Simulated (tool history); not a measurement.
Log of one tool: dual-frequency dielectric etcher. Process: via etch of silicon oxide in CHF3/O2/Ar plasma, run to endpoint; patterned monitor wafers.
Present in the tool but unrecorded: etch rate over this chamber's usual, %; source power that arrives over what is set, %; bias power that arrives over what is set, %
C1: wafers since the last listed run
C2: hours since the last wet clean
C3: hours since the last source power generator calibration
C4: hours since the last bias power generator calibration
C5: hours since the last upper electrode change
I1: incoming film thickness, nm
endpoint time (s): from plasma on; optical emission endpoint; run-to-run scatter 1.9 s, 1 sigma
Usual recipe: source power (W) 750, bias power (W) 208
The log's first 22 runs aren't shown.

Run 23, hour 1963.4: usual settings; C1 358; C2 83.7; C3 275.7; C4 1067.6; C5 602.0; I1 666.5. Result: endpoint time (s) 297.6.
Run 24, hour 2009.9: usual settings; C1 243; C2 130.2; C3 322.2; C4 1114.1; C5 648.5; I1 668.7. Result: endpoint time (s) 297.1.
Run 25, hour 2095.4: usual settings but source power (W) 670, bias power (W) 246; C1 447; C2 215.7; C3 407.7; C4 1199.6; C5 734.0; I1 662.1. Result: endpoint time (s) 293.4.
Run 26, hour 2140.4: usual settings; C1 235; C2 260.7; C3 452.7; C4 1244.6; C5 779.0; I1 662.0. Result: endpoint time (s) 295.1.
Run 27, hour 2246.6: usual settings; C1 556; C2 366.9; C3 558.9; C4 1350.8; C5 885.2; I1 664.5. Result: endpoint time (s) 295.4.
Run 28, hour 2331.3: usual settings but source power (W) 580, bias power (W) 181; C1 443; C2 451.6; C3 643.6; C4 1435.5; C5 969.9; I1 673.5. Result: endpoint time (s) 369.2.
Run 29, hour 2416.2: usual settings but source power (W) 920; C1 444; C2 536.5; C3 728.5; C4 1520.4; C5 1054.8; I1 670.4. Result: endpoint time (s) 273.2.
Run 30, hour 2452.8: usual settings but source power (W) 870, bias power (W) 256; C1 191; C2 573.1; C3 765.1; C4 1557.0; C5 1091.4; I1 670.0. Result: endpoint time (s) 258.8.
At hour 2509.1: wet clean of the chamber.
Run 31, hour 2509.9: usual settings; C1 173; C2 0.8; C3 822.2; C4 1614.1; C5 1148.5; I1 663.8. Result: endpoint time (s) 300.5.
Run 32, hour 2613.2: usual settings but source power (W) 580, bias power (W) 255; C1 541; C2 104.1; C3 925.5; C4 1717.4; C5 1251.8; I1 676.6. Result: endpoint time (s) 320.8.
Run 33, hour 2710.4: usual settings but bias power (W) 224; C1 509; C2 201.3; C3 1022.7; C4 1814.6; C5 1349.0; I1 672.4. Result: endpoint time (s) 294.4.
Run 34, hour 2793.3: usual settings but source power (W) 600, bias power (W) 187; C1 434; C2 284.2; C3 1105.6; C4 1897.5; C5 1431.9; I1 673.2. Result: endpoint time (s) 360.9.

Below are 5 alternative next runs, each starting from the tool's condition after run 34. Predict each:
Run A, hour 2793.8: usual settings; C1 2; C2 284.7; C3 1106.1; C4 1898.0; C5 1432.4; I1 666.5. Result: endpoint time (s) ?.
Run B, hour 2793.8: usual settings but source power (W) 670, bias power (W) 159; C1 2; C2 284.7; C3 1106.1; C4 1898.0; C5 1432.4; I1 666.5. Result: endpoint time (s) ?.
Run C, hour 2793.8: usual settings but source power (W) 600; C1 2; C2 284.7; C3 1106.1; C4 1898.0; C5 1432.4; I1 666.5. Result: endpoint time (s) ?.
Run D, hour 2793.8: usual settings but source power (W) 630, bias power (W) 225; C1 2; C2 284.7; C3 1106.1; C4 1898.0; C5 1432.4; I1 666.5. Result: endpoint time (s) ?.
Run E, hour 2793.8: usual settings but source power (W) 860, bias power (W) 193; C1 2; C2 284.7; C3 1106.1; C4 1898.0; C5 1432.4; I1 666.5. Result: endpoint time (s) ?.

run  endpoint time (s)
  A              300.8
  B              355.2
  C              339.6
  D              320.1
  E              288.8
Without the tool's hidden state the same runs would have given:
run  endpoint time (s)
  A              294.0
  B              347.1
  C              332.0
  D              313.0
  E              282.2
